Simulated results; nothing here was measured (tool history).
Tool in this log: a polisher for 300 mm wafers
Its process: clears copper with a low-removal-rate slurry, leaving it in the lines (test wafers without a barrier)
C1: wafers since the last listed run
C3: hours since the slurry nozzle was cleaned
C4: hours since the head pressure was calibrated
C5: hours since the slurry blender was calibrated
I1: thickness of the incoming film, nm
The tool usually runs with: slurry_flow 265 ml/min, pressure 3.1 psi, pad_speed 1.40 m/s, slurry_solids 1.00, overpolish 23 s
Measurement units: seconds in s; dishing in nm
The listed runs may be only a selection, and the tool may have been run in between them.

run 1 hour=0.0 | slurry_flow=265 pressure=3.8 pad_speed=1.40 slurry_solids=1.00 overpolish=23 | C1=0 wafers_polished_on_this_pad=411 C3=729.6 C4=603.3 C5=84.7 | I1=604.6 | seconds=103.6 dishing=86.0
-- hour=0.3 slurry nozzle cleaned
run 2 hour=34.8 | slurry_flow=265 pressure=3.8 pad_speed=1.40 slurry_solids=1.00 overpolish=23 | C1=272 wafers_polished_on_this_pad=684 C3=34.5 C4=638.1 C5=119.5 | I1=597.1 | seconds=99.8 dishing=86.5
run 3 hour=93.8 | slurry_flow=265 pressure=3.8 pad_speed=1.40 slurry_solids=1.00 overpolish=23 | C1=466 wafers_polished_on_this_pad=1150 C3=93.5 C4=697.1 C5=178.5 | I1=609.0 | seconds=103.6 dishing=89.1
-- hour=166.7 slurry blender recalibrated
-- hour=172.3 worn pad replaced by a new one
run 4 hour=230.1 | slurry_flow=265 pressure=3.1 pad_speed=1.40 slurry_solids=1.00 overpolish=23 | C1=1029 wafers_polished_on_this_pad=457 C3=229.8 C4=833.4 C5=63.4 | I1=603.3 | seconds=122.9 dishing=74.0
-- hour=367.6 worn pad replaced by a new one
run 5 hour=368.1 | slurry_flow=265 pressure=3.1 pad_speed=1.40 slurry_solids=1.00 overpolish=23 | C1=1058 wafers_polished_on_this_pad=3 C3=367.8 C4=971.4 C5=201.4 | I1=606.4 | seconds=125.8 dishing=72.3
-- hour=383.4 slurry blender recalibrated
run 6 hour=426.9 | slurry_flow=265 pressure=3.1 pad_speed=1.40 slurry_solids=1.00 overpolish=23 | C1=448 wafers_polished_on_this_pad=452 C3=426.6 C4=1030.2 C5=43.5 | I1=614.7 | seconds=129.2 dishing=71.2
run 7 hour=486.9 | slurry_flow=265 pressure=3.1 pad_speed=1.40 slurry_solids=1.00 overpolish=27 | C1=474 wafers_polished_on_this_pad=926 C3=486.6 C4=1090.2 C5=103.5 | I1=610.1 | seconds=126.0 dishing=85.0
run 8 hour=532.7 | slurry_flow=265 pressure=3.4 pad_speed=1.40 slurry_solids=1.00 overpolish=23 | C1=361 wafers_polished_on_this_pad=1288 C3=532.4 C4=1136.0 C5=149.3 | I1=602.4 | seconds=115.3 dishing=82.0
run 9 hour=569.6 | slurry_flow=265 pressure=3.4 pad_speed=1.40 slurry_solids=1.00 overpolish=23 | C1=291 wafers_polished_on_this_pad=1580 C3=569.3 C4=1172.9 C5=186.2 | I1=608.8 | seconds=114.4 dishing=80.7
-- hour=612.4 worn pad replaced by a new one
-- hour=621.7 slurry blender recalibrated
run 10 hour=622.2 | slurry_flow=265 pressure=3.1 pad_speed=1.04 slurry_solids=1.00 overpolish=23 | C1=368 wafers_polished_on_this_pad=61 C3=621.9 C4=1225.5 C5=0.5 | I1=609.7 | seconds=165.5 dishing=59.2
-- hour=635.3 head pressure recalibrated
run 11 hour=649.7 | slurry_flow=265 pressure=3.1 pad_speed=1.40 slurry_solids=1.00 overpolish=23 | C1=201 wafers_polished_on_this_pad=263 C3=649.4 C4=14.4 C5=28.0 | I1=603.4 | seconds=126.2 dishing=71.9
-- hour=687.5 slurry nozzle cleaned
run 12 hour=702.5 | slurry_flow=175 pressure=2.3 pad_speed=1.72 slurry_solids=0.75 overpolish=23 | C1=409 wafers_polished_on_this_pad=672 C3=15.0 C4=67.2 C5=80.8 | I1=604.5 | seconds=154.2 dishing=60.1
run 13 hour=733.9 | slurry_flow=265 pressure=3.1 pad_speed=1.40 slurry_solids=1.00 overpolish=28 | C1=248 wafers_polished_on_this_pad=920 C3=46.4 C4=98.6 C5=112.2 | I1=614.3 | seconds=133.1 dishing=83.2
run 14 hour=759.9 | slurry_flow=315 pressure=3.1 pad_speed=1.40 slurry_solids=1.25 overpolish=23 | C1=205 wafers_polished_on_this_pad=1126 C3=72.4 C4=124.6 C5=138.2 | I1=603.1 | seconds=121.1 dishing=75.5
-- hour=806.0 worn pad replaced by a new one
run 15 hour=807.8 | slurry_flow=265 pressure=3.1 pad_speed=1.40 slurry_solids=1.00 overpolish=23 | C1=346 wafers_polished_on_this_pad=14 C3=120.3 C4=172.5 C5=186.1 | I1=598.6 | seconds=130.8 dishing=69.9
run 16 hour=846.8 | slurry_flow=190 pressure=3.1 pad_speed=1.40 slurry_solids=0.85 overpolish=23 | C1=308 wafers_polished_on_this_pad=322 C3=159.3 C4=211.5 C5=225.1 | I1=606.4 | seconds=137.1 dishing=63.8
-- hour=855.9 slurry blender recalibrated
-- hour=864.2 slurry nozzle cleaned, repeated, since the last time left the tool worse
run 17 hour=903.5 | slurry_flow=310 pressure=3.1 pad_speed=0.94 slurry_solids=0.75 overpolish=23 | C1=424 wafers_polished_on_this_pad=746 C3=39.3 C4=268.2 C5=47.6 | I1=614.3 | seconds=183.5 dishing=53.9
run 18 hour=954.4 | slurry_flow=265 pressure=3.6 pad_speed=1.76 slurry_solids=1.00 overpolish=23 | C1=402 wafers_polished_on_this_pad=1148 C3=90.2 C4=319.1 C5=98.5 | I1=605.1 | seconds=88.0 dishing=91.9
-- hour=997.0 worn pad replaced by a new one
run 19 hour=999.9 | slurry_flow=265 pressure=3.1 pad_speed=1.40 slurry_solids=0.75 overpolish=37 | C1=327 wafers_polished_on_this_pad=22 C3=135.7 C4=364.6 C5=144.0 | I1=594.3 | seconds=125.7 dishing=104.5
run 20 hour=1028.2 | slurry_flow=265 pressure=2.1 pad_speed=1.58 slurry_solids=1.20 overpolish=15 | C1=223 wafers_polished_on_this_pad=246 C3=164.0 C4=392.9 C5=172.3 | I1=593.4 | seconds=157.1 dishing=42.2
run 21 hour=1074.1 | slurry_flow=265 pressure=2.8 pad_speed=1.40 slurry_solids=1.00 overpolish=23 | C1=362 wafers_polished_on_this_pad=609 C3=209.9 C4=438.8 C5=218.2 | I1=609.0 | seconds=139.3 dishing=67.0
-- hour=1083.7 slurry blender recalibrated
run 22 hour=1105.6 | slurry_flow=265 pressure=3.1 pad_speed=1.40 slurry_solids=1.00 overpolish=23 | C1=233 wafers_polished_on_this_pad=842 C3=241.4 C4=470.3 C5=21.9 | I1=609.4 | seconds=125.7 dishing=74.7

Here are 4 independent what-if runs from the current tool condition. What would each one return?
run A hour=1106.1 | slurry_flow=265 pressure=3.6 pad_speed=1.40 slurry_solids=1.00 overpolish=23 | C1=3 wafers_polished_on_this_pad=846 C3=241.9 C4=470.8 C5=22.4 | I1=597.3 | seconds=? dishing=?
run B hour=1106.1 | slurry_flow=265 pressure=3.1 pad_speed=1.40 slurry_solids=1.00 overpolish=34 | C1=3 wafers_polished_on_this_pad=846 C3=241.9 C4=470.8 C5=22.4 | I1=597.3 | seconds=? dishing=?
run C hour=1106.1 | slurry_flow=205 pressure=3.1 pad_speed=1.40 slurry_solids=1.00 overpolish=23 | C1=3 wafers_polished_on_this_pad=846 C3=241.9 C4=470.8 C5=22.4 | I1=597.3 | seconds=? dishing=?
run D hour=1106.1 | slurry_flow=200 pressure=3.5 pad_speed=1.26 slurry_solids=1.00 overpolish=23 | C1=3 wafers_polished_on_this_pad=846 C3=241.9 C4=470.8 C5=22.4 | I1=597.3 | seconds=? dishing=?

run=A seconds=107.0 dishing=86.3
run=B seconds=124.3 dishing=100.7
run=C seconds=127.1 dishing=74.7
run=D seconds=124.4 dishing=76.8
Without the tool's unlogged condition, the same runs would have read:
run=A seconds=105.6 dishing=87.2
run=B seconds=122.6 dishing=101.6
run=C seconds=125.1 dishing=75.6
run=D seconds=122.4 dishing=77.7

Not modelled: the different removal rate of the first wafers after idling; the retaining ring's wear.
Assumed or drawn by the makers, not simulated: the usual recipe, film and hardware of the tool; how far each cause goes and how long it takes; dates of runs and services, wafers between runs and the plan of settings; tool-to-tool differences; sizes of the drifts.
